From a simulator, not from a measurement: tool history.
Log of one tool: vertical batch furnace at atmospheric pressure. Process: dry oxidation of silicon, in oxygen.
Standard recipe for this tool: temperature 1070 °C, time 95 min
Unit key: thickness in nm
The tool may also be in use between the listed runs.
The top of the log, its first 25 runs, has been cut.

run	hour	temperature	time	wafers since the last listed run	hours since the last temperature calibration	hours since the boat lift was adjusted	hours since the gauge calibration	read-back reference wafer on the same gauge, thickness	thickness
26	1226.4	1070	48	416	59.2	693.6	602	148.11	81.17
27	1274.1	1060	128.5	620	106.9	741.3	649.7	147.98	141.49
28	1324.7	1088	137	657	157.5	791.9	700.3	147.48	179.46
29	1372.7	1050	63	624	205.5	839.9	748.3	147.7	81.57
30	1419.2	1063	109.5	604	252	886.4	794.8	147.94	129.13
31	1461.4	1059	80.5	548	294.2	928.6	837	147.86	104.19
32	1503	1070	95	540	335.8	970.2	878.6	148.15	124.95
33	1535.7	1070	95	425	368.5	1002.9	911.3	148.01	126.28
34	1597.4	1070	95	802	430.2	1064.6	973	147.72	126.43
35	1642.5	1070	70	586	475.3	1109.7	1018.1	148.04	104.04
36	1775.4	1070	54.5	1728	608.2	1242.6	1151	148.14	88.55
37	1816.5	1070	62	534	649.3	1283.7	1192.1	147.65	95.28
38	1863.7	1047	132	613	696.5	1330.9	1239.3	147.96	130.58
39	1890	1061	141.5	341	722.8	1357.2	1265.6	147.71	151.63

Predict each of these 4 candidate next runs independently; none follows another, all start after run 39:
A	1895.6	1083	95	72	728.4	1362.8	1271.2	?	?
B	1895.6	1090	53.5	72	728.4	1362.8	1271.2	?	?
C	1895.6	1060	78.5	72	728.4	1362.8	1271.2	?	?
D	1895.6	1090	78	72	728.4	1362.8	1271.2	?	?

run	read-back reference wafer on the same gauge, thickness	thickness
A	148.21	137.55
B	148.21	101.02
C	148.21	102.43
D	148.21	127.85
What these runs would have given with no unlogged condition in the tool:
run	thickness
A	135.62
B	99.6
C	100.88
D	126.1

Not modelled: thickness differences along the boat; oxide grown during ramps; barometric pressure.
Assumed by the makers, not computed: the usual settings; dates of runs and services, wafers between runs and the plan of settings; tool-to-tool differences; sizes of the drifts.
